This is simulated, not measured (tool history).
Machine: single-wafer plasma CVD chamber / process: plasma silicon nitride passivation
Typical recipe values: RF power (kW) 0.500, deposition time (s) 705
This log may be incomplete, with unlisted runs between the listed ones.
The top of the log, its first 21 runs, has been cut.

run,day,RF power (kW),deposition time (s),"read-back reference wafer on the same gauge, thickness_nm",mean film thickness on the monitor wafer (Å)
22,11.267,0.550,605,879.903,9592.87
23,11.954,0.500,823,880.180,12620.14
24,12.417,0.450,842,880.111,12504.44
25,12.962,0.500,705,879.694,10802.55
# day 13.671: showerhead replaced, of another model than before
26,13.692,0.555,799,880.143,12883.87
27,14.042,0.500,705,879.988,10796.02
28,14.300,0.425,592,879.959,8307.64
29,14.671,0.405,834,880.055,11427.74
30,15.062,0.500,705,880.079,10825.99
31,15.496,0.560,825,880.217,13345.66
32,16.212,0.445,827,879.854,11931.10
33,16.942,0.500,705,880.094,10777.83
34,17.342,0.500,705,879.879,10762.22
35,17.675,0.555,598,880.080,9618.61
36,18.196,0.500,705,880.056,10791.74
37,18.708,0.590,650,879.971,10741.60
38,19.046,0.415,705,880.386,9745.49
# day 19.421: gauge calibrated
39,19.421,0.500,784,879.966,11992.43
40,20.117,0.500,705,879.969,10756.93
41,20.525,0.550,658,879.690,10510.76
42,20.804,0.410,775,879.769,10660.80
43,21.121,0.540,806,880.121,12761.27

Consider 4 possible next runs. They are alternatives, not a sequence: every one starts from the tool as it was left by run 43. What does each give?
A,21.146,0.565,705,?,?
B,21.146,0.455,801,?,?
C,21.146,0.600,653,?,?
D,21.146,0.410,668,?,?

run,"read-back reference wafer on the same gauge, thickness_nm",mean film thickness on the monitor wafer (Å)
A,880.225,11426.03
B,880.225,11672.51
C,880.225,10875.21
D,880.225,9191.84
Stripped of hidden state, with their random variation kept, the same runs would have yielded:
run,mean film thickness on the monitor wafer (Å)
A,11547.70
B,11796.80
C,10991.01
D,9289.71
